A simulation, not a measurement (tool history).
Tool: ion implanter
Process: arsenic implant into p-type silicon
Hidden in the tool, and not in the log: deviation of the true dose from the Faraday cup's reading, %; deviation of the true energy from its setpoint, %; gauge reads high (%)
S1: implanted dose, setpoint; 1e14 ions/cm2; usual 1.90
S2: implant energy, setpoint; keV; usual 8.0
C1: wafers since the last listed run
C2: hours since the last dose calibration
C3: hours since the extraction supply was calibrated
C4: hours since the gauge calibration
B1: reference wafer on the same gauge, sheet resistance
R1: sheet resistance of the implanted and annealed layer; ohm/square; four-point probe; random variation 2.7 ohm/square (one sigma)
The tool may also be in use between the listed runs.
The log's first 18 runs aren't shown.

run   hour    S1    S2   C1     C2     C3     C4      B1      R1
 19  501.3  1.90   6.5  334  182.0   36.9  152.1  425.96  475.01
 20  528.7  1.67   8.0  350  209.4   64.3  179.5  426.20  517.43
 21  548.2  1.90   8.0  249  228.9   83.8  199.0  426.07  464.21
 22  570.9  1.90   6.0  290  251.6  106.5  221.7  426.36  481.94
 23  600.4  2.44  10.0  377  281.1  136.0  251.2  426.95  378.64
 24  614.7  1.90  10.5  183  295.4  150.3  265.5  426.68  459.13
 25  628.2  2.22   6.5  172  308.9  163.8  279.0  426.25  423.31
 26  662.3  2.42   6.5  436  343.0  197.9  313.1  426.30  390.32
 27  695.3  1.59   5.5  422  376.0  230.9  346.1  426.41  560.33
 28  730.4  1.59   8.0  449  411.1  266.0  381.2  425.71  540.79
 29  764.1  2.35   6.0  431  444.8  299.7  414.9  425.60  407.82
 30  789.4  1.54   7.0  323  470.1  325.0  440.2  426.86  565.30
 31  817.0  1.57   6.0  353  497.7  352.6  467.8  425.82  564.32
 32  831.5  2.38   9.0  185  512.2  367.1  482.3  426.79  393.98
 33  848.4  1.90   8.0  216  529.1  384.0  499.2  425.81  469.20
 34  880.2  2.16   9.5  407  560.9  415.8  531.0  426.07  418.06

Forecast each of these 5 alternatives for the next run:
  A  880.6  1.90   8.0   5  561.3  416.2  531.4   ?   ?
  B  880.6  1.70  10.5   5  561.3  416.2  531.4   ?   ?
  C  880.6  1.35   5.5   5  561.3  416.2  531.4   ?   ?
  D  880.6  1.90   9.0   5  561.3  416.2  531.4   ?   ?
  E  880.6  2.29   6.5   5  561.3  416.2  531.4   ?   ?

run      B1      R1
  A  426.76  471.05
  B  426.76  499.90
  C  426.76  638.51
  D  426.76  465.86
  E  426.76  413.64
Without the tool's hidden state the same runs would have given:
run      R1
  A  454.12
  B  482.24
  C  615.39
  D  449.20
  E  398.61
